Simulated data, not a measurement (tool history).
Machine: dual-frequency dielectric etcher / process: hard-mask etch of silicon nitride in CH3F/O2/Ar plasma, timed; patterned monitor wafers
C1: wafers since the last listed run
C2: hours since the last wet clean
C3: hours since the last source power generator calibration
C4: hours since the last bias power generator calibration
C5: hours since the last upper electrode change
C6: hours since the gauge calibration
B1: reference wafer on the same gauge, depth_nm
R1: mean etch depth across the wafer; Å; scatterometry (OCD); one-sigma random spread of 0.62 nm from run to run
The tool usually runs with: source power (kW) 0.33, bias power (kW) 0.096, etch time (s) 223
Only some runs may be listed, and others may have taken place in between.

Run 1, hour 0: usual settings but source power (kW) 0.28, bias power (kW) 0.086; C1 0; C2 125.8; C3 2981.4; C4 2965.1; C5 4872.3; C6 236.9; B1 187.1. Result: R1 1425 Å.
Run 2, hour 13.2: usual settings but source power (kW) 0.28, bias power (kW) 0.086; C1 83; C2 139; C3 2994.6; C4 2978.3; C5 4885.5; C6 250.1; B1 187. Result: R1 1409 Å.
Run 3, hour 42.4: usual settings but source power (kW) 0.28, bias power (kW) 0.086; C1 183; C2 168.2; C3 3023.8; C4 3007.5; C5 4914.7; C6 279.3; B1 186.7. Result: R1 1423 Å.
Run 4, hour 55.8: usual settings; C1 84; C2 181.6; C3 3037.2; C4 3020.9; C5 4928.1; C6 292.7; B1 187. Result: R1 1627 Å.
Run 5, hour 71.7: usual settings; C1 100; C2 197.5; C3 3053.1; C4 3036.8; C5 4944; C6 308.6; B1 187.1. Result: R1 1628 Å.
Run 6, hour 99.7: usual settings; C1 176; C2 225.5; C3 3081.1; C4 3064.8; C5 4972; C6 336.6; B1 187.2. Result: R1 1629 Å.
Run 7, hour 122: usual settings; C1 140; C2 247.8; C3 3103.4; C4 3087.1; C5 4994.3; C6 358.9; B1 187. Result: R1 1629 Å.
Run 8, hour 139.4: usual settings; C1 109; C2 265.2; C3 3120.8; C4 3104.5; C5 5011.7; C6 376.3; B1 187. Result: R1 1629 Å.
Run 9, hour 166.6: usual settings; C1 171; C2 292.4; C3 3148; C4 3131.7; C5 5038.9; C6 403.5; B1 187. Result: R1 1628 Å.
Run 10, hour 180.1: usual settings but bias power (kW) 0.103, etch time (s) 243; C1 85; C2 305.9; C3 3161.5; C4 3145.2; C5 5052.4; C6 417; B1 187. Result: R1 1865 Å.
Run 11, hour 194.7: usual settings but bias power (kW) 0.103, etch time (s) 243; C1 91; C2 320.5; C3 3176.1; C4 3159.8; C5 5067; C6 431.6; B1 187.2. Result: R1 1861 Å.
Run 12, hour 223.6: usual settings; C1 182; C2 349.4; C3 3205; C4 3188.7; C5 5095.9; C6 460.5; B1 187. Result: R1 1650 Å.
At hour 255.2: upper electrode replaced, of another model than before.
At hour 262: wet clean of the chamber.
Run 13, hour 262.5: usual settings; C1 50; C2 0.5; C3 3243.9; C4 3227.6; C5 7.3; C6 499.4; B1 187.2. Result: R1 1574 Å.
Run 14, hour 271.3: usual settings; C1 55; C2 9.3; C3 3252.7; C4 3236.4; C5 16.1; C6 508.2; B1 187. Result: R1 1592 Å.
Run 15, hour 332.4: usual settings; C1 384; C2 70.4; C3 3313.8; C4 3297.5; C5 77.2; C6 569.3; B1 187.2. Result: R1 1599 Å.
Run 16, hour 367.2: usual settings; C1 219; C2 105.2; C3 3348.6; C4 3332.3; C5 112; C6 604.1; B1 187.1. Result: R1 1595 Å.
Run 17, hour 398.2: usual settings; C1 195; C2 136.2; C3 3379.6; C4 3363.3; C5 143; C6 635.1; B1 187. Result: R1 1603 Å.
At hour 419: source power generator calibrated.
Run 18, hour 423.4: usual settings but source power (kW) 0.29, etch time (s) 175; C1 133; C2 161.4; C3 4.4; C4 3388.5; C5 168.2; C6 660.3; B1 187. Result: R1 1217 Å.
Run 19, hour 467.4: usual settings; C1 277; C2 205.4; C3 48.4; C4 3432.5; C5 212.2; C6 704.3; B1 186.8. Result: R1 1621 Å.
Run 20, hour 487.9: usual settings but source power (kW) 0.37, bias power (kW) 0.084, etch time (s) 257; C1 129; C2 225.9; C3 68.9; C4 3453; C5 232.7; C6 724.8; B1 187. Result: R1 1714 Å.
Run 21, hour 512.5: usual settings but bias power (kW) 0.09, etch time (s) 287; C1 154; C2 250.5; C3 93.5; C4 3477.6; C5 257.3; C6 749.4; B1 187. Result: R1 2002 Å.
At hour 528.5: bias power generator calibrated.
Run 22, hour 548.3: usual settings but source power (kW) 0.36, bias power (kW) 0.082, etch time (s) 244; C1 200; C2 286.3; C3 129.3; C4 19.8; C5 293.1; C6 785.2; B1 187.1. Result: R1 1600 Å.
At hour 563.7: gauge calibrated.
At hour 590.4: wet clean of the chamber.
Run 23, hour 590.9: usual settings but source power (kW) 0.38, etch time (s) 188.5; C1 117; C2 0.5; C3 171.9; C4 62.4; C5 335.7; C6 27.2; B1 187.1. Result: R1 1396 Å.
Run 24, hour 607.1: usual settings but source power (kW) 0.37, bias power (kW) 0.075, etch time (s) 191.5; C1 102; C2 16.7; C3 188.1; C4 78.6; C5 351.9; C6 43.4; B1 187.2. Result: R1 1135 Å.
Run 25, hour 637.9: usual settings but source power (kW) 0.3, bias power (kW) 0.107, etch time (s) 259; C1 194; C2 47.5; C3 218.9; C4 109.4; C5 382.7; C6 74.2; B1 186.8. Result: R1 1964 Å.
Run 26, hour 671.4: usual settings but bias power (kW) 0.103, etch time (s) 184.5; C1 211; C2 81; C3 252.4; C4 142.9; C5 416.2; C6 107.7; B1 187.2. Result: R1 1405 Å.
Run 27, hour 695.1: usual settings but bias power (kW) 0.082, etch time (s) 270; C1 149; C2 104.7; C3 276.1; C4 166.6; C5 439.9; C6 131.4; B1 186.8. Result: R1 1698 Å.
Run 28, hour 715.4: usual settings but etch time (s) 161.5; C1 127; C2 125; C3 296.4; C4 186.9; C5 460.2; C6 151.7; B1 186.9. Result: R1 1168 Å.
Run 29, hour 743.4: usual settings but bias power (kW) 0.117, etch time (s) 240.5; C1 176; C2 153; C3 324.4; C4 214.9; C5 488.2; C6 179.7; B1 187. Result: R1 2012 Å.
Run 30, hour 777.8: usual settings; C1 216; C2 187.4; C3 358.8; C4 249.3; C5 522.6; C6 214.1; B1 186.8. Result: R1 1615 Å.

Measured less the same run without the tool's hidden state. The same run-to-run variation is in both; the gauge's scatter may not be:
Hidden state present: etch rate over this chamber's usual, %; source power that arrives over what is set, %; bias power that arrives over what is set, %; gauge reads high (%).
run   R1
  1  +28
  2  +30
  3  +34
  4  +42
  5  +44
  6  +49
  7  +52
  8  +55
  9  +60
 10  +70
 11  +73
 12  +70
 13   +6
 14   +8
 15  +17
 16  +23
 17  +29
 18  +25
 19  +41
 20  +46
 21  +60
 22  +53
 23   +7
 24   +8
 25  +19
 26  +19
 27  +27
 28  +21
 29  +42
 30  +39
